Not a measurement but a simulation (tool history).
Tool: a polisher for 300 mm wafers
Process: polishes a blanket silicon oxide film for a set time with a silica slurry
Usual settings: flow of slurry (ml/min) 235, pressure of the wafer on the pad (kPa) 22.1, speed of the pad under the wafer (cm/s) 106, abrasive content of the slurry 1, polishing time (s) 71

run   hour  flow of slurry (ml/min)  pressure of the wafer on the pad (kPa)  speed of the pad under the wafer (cm/s)  abrasive content of the slurry  polishing time (s)  wafers since the last listed run  wafers polished on this pad  hours since the slurry nozzle was cleaned  hours since the head pressure was calibrated  hours since the slurry blender was calibrated  hours since the conditioning disc was replaced  incoming thickness of the incoming film, nm  film removed (nm)
  1      0                      290                                    15.2                                      106                             1.2                  71                                 0                         1079                                       98.9                                         323.8                                          407.3                                           123.8                                       1517.3              127.8
       7.1  -- slurry blender recalibrated
  2    8.2                      285                                    26.9                                      106                            0.85                  71                                69                         1148                                      107.1                                           332                                            1.1                                             132                                       1514.7              164.5
  3   16.2                      305                                    28.3                                      106                             1.2                  53                                89                         1237                                      115.1                                           340                                            9.1                                             140                                       1493.4              151.4
      20.7  -- worn pad replaced by a new one
  4   33.2                      235                                    22.1                                      106                               1                  71                               144                          139                                      132.1                                           357                                           26.1                                             157                                       1508.4              153.4
  5   42.2                      170                                    28.3                                      124                               1                  92                               100                          240                                      141.1                                           366                                           35.1                                             166                                       1512.5              249.2
  6   49.1                      235                                    22.1                                      106                             0.9                  71                                76                          317                                        148                                         372.9                                             42                                           172.9                                       1520.1              138.5
  7   61.3                      260                                    26.2                                      106                               1                  71                               136                          453                                      160.2                                         385.1                                           54.2                                           185.1                                       1507.6              177.8
      76.1  -- conditioning disc replaced and pad reconditioned
  8   77.3                      235                                    22.1                                      106                               1                  71                               156                          609                                      176.2                                         401.1                                           70.2                                             1.2                                       1489.6              151.8
  9   83.6                      235                                    22.1                                      106                               1                  71                                70                          679                                      182.5                                         407.4                                           76.5                                             7.5                                       1498.3              151.2
 10   99.3                      235                                    22.1                                       98                               1                  88                               175                          854                                      198.2                                         423.1                                           92.2                                            23.2                                       1507.6              179.7
     112.7  -- head pressure recalibrated
     125.8  -- slurry nozzle cleaned
     127.7  -- worn pad replaced by a new one
 11  140.3                      235                                    22.1                                      144                               1                  71                               402                          140                                       14.5                                          27.6                                          133.2                                            64.2                                       1529.3              186.8
 12  153.4                      185                                    22.1                                      106                               1                  71                               146                          286                                       27.6                                          40.7                                          146.3                                            77.3                                       1516.7              144.4
 13  160.4                      235                                    22.1                                      140                             0.9                  78                                78                          364                                       34.6                                          47.7                                          153.3                                            84.3                                       1513.7              191.6
 14  167.7                      165                                      29                                      106                             0.8                  58                                81                          445                                       41.9                                            55                                          160.6                                            91.6                                       1499.3              128.9
 15  183.2                      235                                    22.1                                      106                               1                  71                               172                          618                                       57.4                                          70.5                                          176.1                                           107.1                                       1516.9              150.9
 16  197.5                      235                                    28.3                                      130                             1.1                  71                               159                          778                                       71.7                                          84.8                                          190.4                                           121.4                                       1487.1                216
 17  207.3                      235                                    26.2                                      106                            1.25                  61                               109                          887                                       81.5                                          94.6                                          200.2                                           131.2                                       1521.7              164.9
 18    215                      235                                    22.1                                      136                               1                  71                                85                          973                                       89.2                                         102.3                                          207.9                                           138.9                                       1516.7                180
     224.1  -- worn pad replaced by a new one
 19  224.6                      235                                    22.1                                      124                               1                  47                                62                            5                                       98.8                                         111.9                                          217.5                                           148.5                                       1489.1              109.9
 20    232                      235                                    26.2                                      106                               1                  48                                82                           88                                      106.2                                         119.3                                          224.9                                           155.9                                       1491.8              117.3
 21  242.7                      235                                    22.1                                       70                               1                  71                               119                          207                                      116.9                                           130                                          235.6                                           166.6                                       1481.4              117.3
 22  257.2                      235                                    22.1                                      106                               1                  71                               161                          369                                      131.4                                         144.5                                          250.1                                           181.1                                       1501.8              151.2
 23  266.4                      235                                    22.1                                      106                            0.75                  83                               102                          471                                      140.6                                         153.7                                          259.3                                           190.3                                       1524.1              155.9
 24  279.4                      235                                    22.1                                      106                               1                  71                               144                          616                                      153.6                                         166.7                                          272.3                                           203.3                                       1527.9              153.6
     285.4  -- conditioning disc replaced and pad reconditioned
 25  287.8                      235                                    27.6                                      124                               1                  71                                71                          688                                        162                                         175.1                                          280.7                                             2.4                                       1515.8              196.2

5 ways to go on from here, each from the tool as it stands after run 25. What would each give?
  A  288.3                      235                                    16.5                                      106                               1                  71                                 5                          693                                      162.5                                         175.6                                          281.2                                             2.9                                       1488.2                  ?
  B  288.3                      235                                    18.6                                      106                             0.9                  71                                 5                          693                                      162.5                                         175.6                                          281.2                                             2.9                                       1488.2                  ?
  C  288.3                      235                                    22.1                                       80                               1                  71                                 5                          693                                      162.5                                         175.6                                          281.2                                             2.9                                       1488.2                  ?
  D  288.3                      235                                    22.1                                      106                               1                  84                                 5                          693                                      162.5                                         175.6                                          281.2                                             2.9                                       1488.2                  ?
  E  288.3                      235                                    22.1                                      126                               1                  71                                 5                          693                                      162.5                                         175.6                                          281.2                                             2.9                                       1488.2                  ?

run  film removed (nm)
  A              125.3
  B              128.5
  C              128.1
  D              180.3
  E              170.4
Without the tool's hidden state the same runs would have given:
run  film removed (nm)
  A              125.3
  B              128.5
  C              128.1
  D              180.3
  E              170.4
